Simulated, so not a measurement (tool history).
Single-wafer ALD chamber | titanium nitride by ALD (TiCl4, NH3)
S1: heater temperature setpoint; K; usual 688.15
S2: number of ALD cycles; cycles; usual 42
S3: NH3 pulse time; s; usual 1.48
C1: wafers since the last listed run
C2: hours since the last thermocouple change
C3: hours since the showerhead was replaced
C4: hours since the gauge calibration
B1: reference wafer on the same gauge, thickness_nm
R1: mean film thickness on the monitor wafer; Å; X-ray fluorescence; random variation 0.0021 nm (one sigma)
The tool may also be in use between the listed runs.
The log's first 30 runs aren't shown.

| run | hour | S1 | S2 | S3 | C1 | C2 | C3 | C4 | B1 | R1 |
|---|---|---|---|---|---|---|---|---|---|---|
| 31 | 793.3 | 688.15 | 42 | 1.48 | 71 | 371.2 | 118.0 | 117.8 | 0.950 | 8.46 |
| 32 | 828.7 | 683.15 | 34 | 1.11 | 134 | 406.6 | 153.4 | 153.2 | 0.951 | 6.73 |
| 33 | 859.6 | 693.15 | 36 | 1.73 | 117 | 437.5 | 184.3 | 184.1 | 0.953 | 7.33 |
| 34 | 878.2 | 688.15 | 45 | 0.91 | 70 | 456.1 | 202.9 | 202.7 | 0.953 | 8.79 |
| 35 | 896.8 | 688.15 | 42 | 1.48 | 70 | 474.7 | 221.5 | 221.3 | 0.954 | 8.48 |
| 36 | 928.1 | 688.15 | 47 | 1.66 | 118 | 506.0 | 252.8 | 252.6 | 0.954 | 9.55 |
| 37 | 958.9 | 696.15 | 38 | 0.96 | 116 | 536.8 | 283.6 | 283.4 | 0.955 | 7.58 |
| 38 | 990.3 | 688.15 | 45 | 1.48 | 119 | 568.2 | 315.0 | 314.8 | 0.956 | 9.13 |
| 39 | 1005.9 | 688.15 | 42 | 1.68 | 59 | 583.8 | 330.6 | 330.4 | 0.957 | 8.52 |
| 40 | 1033.8 | 688.15 | 42 | 1.48 | 105 | 611.7 | 358.5 | 358.3 | 0.957 | 8.57 |

4 ways to go on from here, each from the tool as it stands after run 40. What would each give?
| A | 1034.3 | 688.15 | 42 | 2.02 | 1 | 612.2 | 359.0 | 358.8 | ? | ? |
| B | 1034.3 | 703.15 | 48 | 1.32 | 1 | 612.2 | 359.0 | 358.8 | ? | ? |
| C | 1034.3 | 702.15 | 35 | 2.00 | 1 | 612.2 | 359.0 | 358.8 | ? | ? |
| D | 1034.3 | 688.15 | 36 | 1.48 | 1 | 612.2 | 359.0 | 358.8 | ? | ? |

| run | B1 | R1 |
|---|---|---|
| A | 0.957 | 8.61 |
| B | 0.957 | 9.74 |
| C | 0.957 | 7.20 |
| D | 0.957 | 7.29 |
Without the tool's hidden state the same runs would have given:
| run | R1 |
|---|---|
| A | 8.50 |
| B | 9.60 |
| C | 7.10 |
| D | 7.19 |

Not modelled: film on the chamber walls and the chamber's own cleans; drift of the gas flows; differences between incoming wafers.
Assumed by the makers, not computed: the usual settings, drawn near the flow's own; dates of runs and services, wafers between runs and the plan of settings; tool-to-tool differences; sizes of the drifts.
